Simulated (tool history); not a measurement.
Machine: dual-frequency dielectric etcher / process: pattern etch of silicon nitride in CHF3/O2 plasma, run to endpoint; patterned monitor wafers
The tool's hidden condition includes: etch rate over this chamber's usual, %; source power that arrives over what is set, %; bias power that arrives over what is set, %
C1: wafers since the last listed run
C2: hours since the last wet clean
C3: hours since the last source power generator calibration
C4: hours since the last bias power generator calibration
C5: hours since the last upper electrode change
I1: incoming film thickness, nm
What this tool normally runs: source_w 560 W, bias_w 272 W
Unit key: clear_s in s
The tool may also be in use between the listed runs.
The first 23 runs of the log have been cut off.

-- hour=1618.5 wet clean of the chamber
run 24 hour=1619.0 | source_w=430 bias_w=313 | C1=1016 C2=0.5 C3=533.6 C4=791.4 C5=1026.7 | I1=76.1 | clear_s=44.9
run 25 hour=1623.3 | source_w=620 bias_w=207 | C1=63 C2=4.8 C3=537.9 C4=795.7 C5=1031.0 | I1=76.1 | clear_s=46.2
run 26 hour=1680.9 | source_w=620 bias_w=311 | C1=852 C2=62.4 C3=595.5 C4=853.3 C5=1088.6 | I1=76.1 | clear_s=41.3
run 27 hour=1724.6 | source_w=430 bias_w=307 | C1=646 C2=106.1 C3=639.2 C4=897.0 C5=1132.3 | I1=76.0 | clear_s=45.4
run 28 hour=1750.0 | source_w=560 bias_w=272 | C1=375 C2=131.5 C3=664.6 C4=922.4 C5=1157.7 | I1=76.4 | clear_s=43.3
run 29 hour=1797.8 | source_w=560 bias_w=337 | C1=707 C2=179.3 C3=712.4 C4=970.2 C5=1205.5 | I1=76.1 | clear_s=40.5
run 30 hour=1841.7 | source_w=560 bias_w=272 | C1=649 C2=223.2 C3=756.3 C4=1014.1 C5=1249.4 | I1=75.9 | clear_s=43.7
run 31 hour=1887.5 | source_w=630 bias_w=338 | C1=677 C2=269.0 C3=802.1 C4=1059.9 C5=1295.2 | I1=76.2 | clear_s=39.9
run 32 hour=1927.1 | source_w=560 bias_w=238 | C1=585 C2=308.6 C3=841.7 C4=1099.5 C5=1334.8 | I1=76.5 | clear_s=45.2
run 33 hour=1956.5 | source_w=420 bias_w=233 | C1=434 C2=338.0 C3=871.1 C4=1128.9 C5=1364.2 | I1=74.9 | clear_s=47.5

4 ways to go on from here, each from the tool as it stands after run 33. What would each give?
run A hour=1956.9 | source_w=560 bias_w=272 | C1=5 C2=338.4 C3=871.5 C4=1129.3 C5=1364.6 | I1=76.1 | clear_s=?
run B hour=1956.9 | source_w=500 bias_w=272 | C1=5 C2=338.4 C3=871.5 C4=1129.3 C5=1364.6 | I1=76.1 | clear_s=?
run C hour=1956.9 | source_w=610 bias_w=241 | C1=5 C2=338.4 C3=871.5 C4=1129.3 C5=1364.6 | I1=76.1 | clear_s=?
run D hour=1956.9 | source_w=620 bias_w=272 | C1=5 C2=338.4 C3=871.5 C4=1129.3 C5=1364.6 | I1=76.1 | clear_s=?

run=A clear_s=42.8
run=B clear_s=44.1
run=C clear_s=43.1
run=D clear_s=41.6
With no hidden state in the tool, these same runs would have given:
run=A clear_s=43.7
run=B clear_s=45.0
run=C clear_s=44.0
run=D clear_s=42.5
